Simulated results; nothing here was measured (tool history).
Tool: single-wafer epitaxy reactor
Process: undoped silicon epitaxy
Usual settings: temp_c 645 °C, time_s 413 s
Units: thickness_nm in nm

run	hour	temp_c	time_s	read-back reference wafer on the same gauge, thickness_nm	thickness_nm
1	0	656	413	63.285	80.936
2	28.8	656	413	63.408	80.962
3	62.8	656	413	63.383	80.671
4	89.5	645	413	63.397	61.832
5	116.4	645	413	63.369	61.897
6	141.4	645	413	63.499	61.9
7	194.9	645	413	63.528	61.883
8	259.9	652	413	63.525	73.535
9	288	652	413	63.54	73.732
10	359.8	652	413	63.557	73.764
11	389.3	634	370	63.636	41.961
12	450.6	645	413	63.685	61.908
13	506.7	645	413	63.802	62.282
14	532	645	413	63.85	62.354
15	568.8	645	413	63.829	62.311
16	618.1	635	432	63.734	50.613
17	688	635	432	63.923	50.474
18	884.5	648	413	62.054	65.602
19	947.7	648	413	62.116	65.359
20	989.8	655	354	62.233	66.407
21	1052.8	652	413	62.226	72.777
22	1120.1	655	370	62.381	70.162
23	1144.5	651	374	62.38	63.969
24	1204.4	653	413	62.396	74.579
25	1229.3	641	375	62.554	49.751
26	1273.9	640	494	62.549	64.081
27	1339.3	645	413	62.592	60.995
28	1410.9	645	443	62.634	65.376
29	1467.8	651	413	62.715	70.955
30	1497.1	637	474	62.737	57.376
31	1526.6	659	357	62.723	74.44
32	1583.8	645	413	62.771	61.48
33	1647.1	635	372	62.839	42.667
34	1705.4	645	413	62.942	61.078
35	1766.5	656	387	63.022	75.446
36	1833.4	645	413	63	61.359
37	1879.6	650	361	63.052	60.848
38	1947.6	645	476	63.043	70.722

Taken out of this log: 2 entries between the listed runs. Where each belongs, and how the hidden state differs across it:
Between runs 17 and 18: gauge calibrated (hour 794.4)
  gauge reads high (%): 2.94 -> 0.0781
  measured less the result without the state, thickness_nm: +1.439 -> +0.052 nm
Between runs 18 and 19: pyrometer calibrated (hour 900.1)
  gauge reads high (%): 0.0781 -> 0.172
  measured less the result without the state, thickness_nm: +0.052 -> +0.112 nm

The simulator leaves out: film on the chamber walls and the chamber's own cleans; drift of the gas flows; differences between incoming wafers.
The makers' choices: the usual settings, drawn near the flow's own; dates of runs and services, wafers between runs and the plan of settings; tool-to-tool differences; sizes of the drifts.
